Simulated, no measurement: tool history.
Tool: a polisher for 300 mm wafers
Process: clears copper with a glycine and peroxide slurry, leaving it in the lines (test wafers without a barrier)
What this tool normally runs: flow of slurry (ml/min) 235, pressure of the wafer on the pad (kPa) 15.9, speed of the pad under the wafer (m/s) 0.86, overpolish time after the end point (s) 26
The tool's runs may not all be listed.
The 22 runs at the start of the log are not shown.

run      day  flow of slurry (ml/min)  pressure of the wafer on the pad (kPa)  speed of the pad under the wafer (m/s)  overpolish time after the end point (s)  incoming thickness of the incoming film, nm  time until the end point was called (s)  dishing of a wide line in a test structure (Å)
      78.929  -- slurry nozzle cleaned
 23   81.079                      235                                    13.8                                    0.86                                       26                                          636                                    166.3                                             436
 24   82.775                      215                                    17.9                                    0.56                                       26                                        628.6                                    187.4                                             428
 25   86.717                      235                                    12.4                                    0.86                                       26                                          640                                    178.4                                             424
 26   88.246                      190                                    20.7                                     0.6                                       31                                        635.7                                    163.7                                             484
      88.446  -- worn pad replaced by a new one
 27   92.462                      235                                    13.8                                    0.86                                       21                                        624.9                                    173.3                                             383
     100.304  -- slurry nozzle cleaned
 28   105.15                      310                                    15.9                                    0.86                                       13                                          621                                    146.2                                             315
 29  107.042                      235                                    15.9                                    0.86                                       34                                        632.6                                    156.7                                             480
 30  109.875                      295                                    20.7                                    1.12                                       13                                        622.9                                    100.8                                             382
       110.8  -- worn pad replaced by a new one
 31  113.479                      180                                    19.3                                    0.64                                       31                                          631                                    179.7                                             457

What if the next run were any one of these 4? Each begins from the tool's condition after run 31:
  A  113.5                      235                                    15.9                                    0.86                                       26                                        632.7                                        ?                                               ?
  B  113.5                      205                                    13.8                                    0.76                                       30                                        632.7                                        ?                                               ?
  C  113.5                      235                                    15.9                                     0.6                                       26                                        632.7                                        ?                                               ?
  D  113.5                      160                                    13.8                                    1.06                                       14                                        632.7                                        ?                                               ?

run  time until the end point was called (s)  dishing of a wide line in a test structure (Å)
  A                                      160                                             434
  B                                    196.6                                             430
  C                                    205.3                                             402
  D                                    161.8                                             307
Had the tool no hidden state, the same runs would have come out as:
run  time until the end point was called (s)  dishing of a wide line in a test structure (Å)
  A                                    143.7                                             451
  B                                    177.8                                             447
  C                                    186.2                                             420
  D                                      145                                             328

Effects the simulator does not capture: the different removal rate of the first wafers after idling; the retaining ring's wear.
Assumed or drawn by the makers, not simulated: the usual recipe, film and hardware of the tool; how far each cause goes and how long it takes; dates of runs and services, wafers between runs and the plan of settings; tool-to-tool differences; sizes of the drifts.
